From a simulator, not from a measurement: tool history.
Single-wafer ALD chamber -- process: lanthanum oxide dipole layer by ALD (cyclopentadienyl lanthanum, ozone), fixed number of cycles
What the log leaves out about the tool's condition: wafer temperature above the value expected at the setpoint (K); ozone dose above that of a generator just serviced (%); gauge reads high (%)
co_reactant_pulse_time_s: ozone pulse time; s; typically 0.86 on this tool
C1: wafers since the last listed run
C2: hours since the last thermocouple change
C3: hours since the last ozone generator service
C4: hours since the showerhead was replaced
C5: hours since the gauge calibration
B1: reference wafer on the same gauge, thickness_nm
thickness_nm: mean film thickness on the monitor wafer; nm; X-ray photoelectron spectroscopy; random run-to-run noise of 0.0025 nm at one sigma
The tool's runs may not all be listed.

{"run": 1, "hour": 0.0, "co_reactant_pulse_time_s": 0.86, "C1": 0, "C2": 1768.4, "C3": 822.0, "C4": 4099.5, "C5": 97.9, "B1": 0.363, "thickness_nm": 0.434}
{"run": 2, "hour": 13.1, "co_reactant_pulse_time_s": 0.86, "C1": 170, "C2": 1781.5, "C3": 835.1, "C4": 4112.6, "C5": 111.0, "B1": 0.361, "thickness_nm": 0.435}
{"run": 3, "hour": 44.2, "co_reactant_pulse_time_s": 0.86, "C1": 405, "C2": 1812.6, "C3": 866.2, "C4": 4143.7, "C5": 142.1, "B1": 0.362, "thickness_nm": 0.436}
{"run": 4, "hour": 65.5, "co_reactant_pulse_time_s": 0.71, "C1": 277, "C2": 1833.9, "C3": 887.5, "C4": 4165.0, "C5": 163.4, "B1": 0.362, "thickness_nm": 0.386}
{"run": 5, "hour": 79.0, "co_reactant_pulse_time_s": 0.86, "C1": 176, "C2": 1847.4, "C3": 901.0, "C4": 4178.5, "C5": 176.9, "B1": 0.361, "thickness_nm": 0.433}
{"run": 6, "hour": 91.7, "co_reactant_pulse_time_s": 0.86, "C1": 165, "C2": 1860.1, "C3": 913.7, "C4": 4191.2, "C5": 189.6, "B1": 0.362, "thickness_nm": 0.429}
{"hour": 181.9, "done": "gauge calibrated"}
{"run": 7, "hour": 182.1, "co_reactant_pulse_time_s": 0.86, "C1": 1179, "C2": 1950.5, "C3": 1004.1, "C4": 4281.6, "C5": 0.2, "B1": 0.363, "thickness_nm": 0.43}
{"run": 8, "hour": 196.9, "co_reactant_pulse_time_s": 0.86, "C1": 193, "C2": 1965.3, "C3": 1018.9, "C4": 4296.4, "C5": 15.0, "B1": 0.362, "thickness_nm": 0.44}
{"run": 9, "hour": 215.8, "co_reactant_pulse_time_s": 0.86, "C1": 246, "C2": 1984.2, "C3": 1037.8, "C4": 4315.3, "C5": 33.9, "B1": 0.362, "thickness_nm": 0.436}
{"run": 10, "hour": 266.3, "co_reactant_pulse_time_s": 0.86, "C1": 658, "C2": 2034.7, "C3": 1088.3, "C4": 4365.8, "C5": 84.4, "B1": 0.362, "thickness_nm": 0.431}
{"hour": 288.2, "done": "thermocouple changed; heater temperature recalibrated"}
{"run": 11, "hour": 297.0, "co_reactant_pulse_time_s": 0.86, "C1": 296, "C2": 8.8, "C3": 1119.0, "C4": 4396.5, "C5": 115.1, "B1": 0.363, "thickness_nm": 0.433}
{"run": 12, "hour": 331.7, "co_reactant_pulse_time_s": 0.86, "C1": 452, "C2": 43.5, "C3": 1153.7, "C4": 4431.2, "C5": 149.8, "B1": 0.362, "thickness_nm": 0.435}
{"hour": 347.5, "done": "showerhead replaced"}
{"hour": 353.5, "done": "ozone generator serviced"}
{"run": 13, "hour": 354.0, "co_reactant_pulse_time_s": 1.15, "C1": 108, "C2": 65.8, "C3": 0.5, "C4": 6.5, "C5": 172.1, "B1": 0.362, "thickness_nm": 0.486}
{"run": 14, "hour": 362.7, "co_reactant_pulse_time_s": 0.7, "C1": 113, "C2": 74.5, "C3": 9.2, "C4": 15.2, "C5": 180.8, "B1": 0.362, "thickness_nm": 0.378}
{"run": 15, "hour": 383.8, "co_reactant_pulse_time_s": 0.52, "C1": 275, "C2": 95.6, "C3": 30.3, "C4": 36.3, "C5": 201.9, "B1": 0.362, "thickness_nm": 0.283}
{"run": 16, "hour": 418.8, "co_reactant_pulse_time_s": 0.86, "C1": 456, "C2": 130.6, "C3": 65.3, "C4": 71.3, "C5": 236.9, "B1": 0.362, "thickness_nm": 0.431}
{"run": 17, "hour": 449.1, "co_reactant_pulse_time_s": 0.86, "C1": 395, "C2": 160.9, "C3": 95.6, "C4": 101.6, "C5": 267.2, "B1": 0.363, "thickness_nm": 0.438}
{"hour": 462.8, "done": "gauge calibrated"}
{"run": 18, "hour": 468.4, "co_reactant_pulse_time_s": 0.86, "C1": 251, "C2": 180.2, "C3": 114.9, "C4": 120.9, "C5": 5.6, "B1": 0.363, "thickness_nm": 0.433}
{"run": 19, "hour": 494.0, "co_reactant_pulse_time_s": 0.72, "C1": 333, "C2": 205.8, "C3": 140.5, "C4": 146.5, "C5": 31.2, "B1": 0.362, "thickness_nm": 0.394}
{"run": 20, "hour": 507.4, "co_reactant_pulse_time_s": 0.6, "C1": 174, "C2": 219.2, "C3": 153.9, "C4": 159.9, "C5": 44.6, "B1": 0.362, "thickness_nm": 0.331}
{"run": 21, "hour": 520.7, "co_reactant_pulse_time_s": 1.01, "C1": 173, "C2": 232.5, "C3": 167.2, "C4": 173.2, "C5": 57.9, "B1": 0.361, "thickness_nm": 0.468}
{"run": 22, "hour": 541.0, "co_reactant_pulse_time_s": 1.18, "C1": 264, "C2": 252.8, "C3": 187.5, "C4": 193.5, "C5": 78.2, "B1": 0.361, "thickness_nm": 0.486}
{"run": 23, "hour": 554.7, "co_reactant_pulse_time_s": 1.11, "C1": 178, "C2": 266.5, "C3": 201.2, "C4": 207.2, "C5": 91.9, "B1": 0.362, "thickness_nm": 0.482}
{"run": 24, "hour": 576.5, "co_reactant_pulse_time_s": 0.64, "C1": 284, "C2": 288.3, "C3": 223.0, "C4": 229.0, "C5": 113.7, "B1": 0.362, "thickness_nm": 0.353}

Predict each of these 3 candidate next runs independently; none follows another, all start after run 24:
{"run": "A", "hour": 576.9, "co_reactant_pulse_time_s": 1.17, "C1": 5, "C2": 288.7, "C3": 223.4, "C4": 229.4, "C5": 114.1, "B1": "?", "thickness_nm": "?"}
{"run": "B", "hour": 576.9, "co_reactant_pulse_time_s": 1.0, "C1": 5, "C2": 288.7, "C3": 223.4, "C4": 229.4, "C5": 114.1, "B1": "?", "thickness_nm": "?"}
{"run": "C", "hour": 576.9, "co_reactant_pulse_time_s": 0.63, "C1": 5, "C2": 288.7, "C3": 223.4, "C4": 229.4, "C5": 114.1, "B1": "?", "thickness_nm": "?"}

run=A B1=0.362 thickness_nm=0.488
run=B B1=0.362 thickness_nm=0.464
run=C B1=0.362 thickness_nm=0.348
Without the tool's hidden state the same runs would have given:
run=A thickness_nm=0.488
run=B thickness_nm=0.464
run=C thickness_nm=0.348
